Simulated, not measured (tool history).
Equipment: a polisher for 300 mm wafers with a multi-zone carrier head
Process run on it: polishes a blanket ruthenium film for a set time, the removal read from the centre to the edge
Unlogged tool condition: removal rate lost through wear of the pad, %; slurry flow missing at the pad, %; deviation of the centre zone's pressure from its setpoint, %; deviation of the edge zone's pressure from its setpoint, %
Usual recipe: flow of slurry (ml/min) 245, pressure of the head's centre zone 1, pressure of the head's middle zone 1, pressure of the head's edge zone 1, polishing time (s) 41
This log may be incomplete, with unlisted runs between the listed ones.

run   hour  flow of slurry (ml/min)  pressure of the head's centre zone  pressure of the head's middle zone  pressure of the head's edge zone  polishing time (s)  wafers since the last listed run  wafers polished on this pad  hours since the slurry nozzle was cleaned  hours since the centre zone pressure was calibrated  hours since the edge zone pressure was calibrated  hours since the carrier head's membrane was replaced  incoming thickness of the incoming film, nm  film removed at the wafer's centre (nm)  film removed at mid-radius (nm)  film removed at the wafer's edge (nm)
  1      0                      245                                   1                                   1                                 1                  41                                 0                         4339                                      930.6                                                792.5                                             1050.1                                                 129.7                                        536.6                                     67.9                             76.9                                     78
      42.4  -- centre zone pressure recalibrated
      48.5  -- worn pad replaced by a new one
      55.7  -- slurry nozzle cleaned
  2   81.4                      245                                   1                                   1                                 1                  41                               670                          286                                       25.7                                                   39                                             1131.5                                                 211.1                                        532.6                                     75.3                             76.1                                   76.5
  3  158.6                      245                                   1                                   1                                 1                  41                               695                          982                                      102.9                                                116.2                                             1208.7                                                 288.3                                        536.4                                       77                             78.7                                   76.7
  4  251.2                      245                                   1                                   1                              0.97                  41                               834                         1816                                      195.5                                                208.8                                             1301.3                                                 380.9                                        546.5                                       73                             77.5                                   75.2
  5  355.4                      325                                   1                                   1                                 1                  41                               938                         2754                                      299.7                                                  313                                             1405.5                                                 485.1                                        539.4                                     75.9                             77.6                                   78.7
     396.6  -- edge zone pressure recalibrated
  6  448.4                      200                                0.88                                0.96                                 1                  46                               819                         3574                                      392.7                                                  406                                               51.8                                                 578.1                                        534.1                                       71                             81.2                                   85.6
  7  510.2                      245                                0.96                                   1                                 1                  31                               556                         4130                                      454.5                                                467.8                                              113.6                                                 639.9                                        536.5                                     52.6                             59.1                                   58.4
  8  648.3                      245                                1.09                                   1                                 1                  41                              1243                         5374                                      592.6                                                605.9                                              251.7                                                   778                                        539.7                                     75.9                             77.9                                   77.7
       682  -- worn pad replaced by a new one
  9  718.7                      220                                   1                                0.95                              1.04                  37                               598                          330                                        663                                                676.3                                              322.1                                                 848.4                                        548.5                                     60.8                               66                                   70.7
 10  816.6                      245                                   1                                   1                                 1                  41                               881                         1212                                      760.9                                                774.2                                                420                                                 946.3                                        538.7                                     68.8                             78.3                                     77
 11  858.8                      245                                   1                                 1.1                              1.08                  41                               380                         1592                                      803.1                                                816.4                                              462.2                                                 988.5                                        535.3                                     67.3                             85.1                                   79.3
 12  909.4                      245                                0.92                                   1                                 1                  41                               455                         2047                                      853.7                                                  867                                              512.8                                                1039.1                                        536.2                                     59.9                               77                                   77.7
     917.8  -- slurry nozzle cleaned
     943.4  -- centre zone pressure recalibrated
 13  966.1                      245                                   1                                1.11                              0.93                  41                               483                         2531                                       48.3                                                 22.7                                              569.5                                                1095.8                                        537.6                                     79.5                             86.4                                   73.9

Estimate the outcome of run 14 from the log above:
 14  1014.2                      245                                   1                                   1                                 1                  41                               433                         2964                                       96.4                                                 70.8                                              617.6                                                1143.9                                        538.4                                        ?                                ?                                      ?

film removed at the wafer's centre (nm): 76.3
film removed at mid-radius (nm): 78
film removed at the wafer's edge (nm): 77.1
Minus the tool's unlogged condition, the same run would have read film removed at the wafer's centre (nm) 76.7, film removed at mid-radius (nm) 78, film removed at the wafer's edge (nm) 77.1.
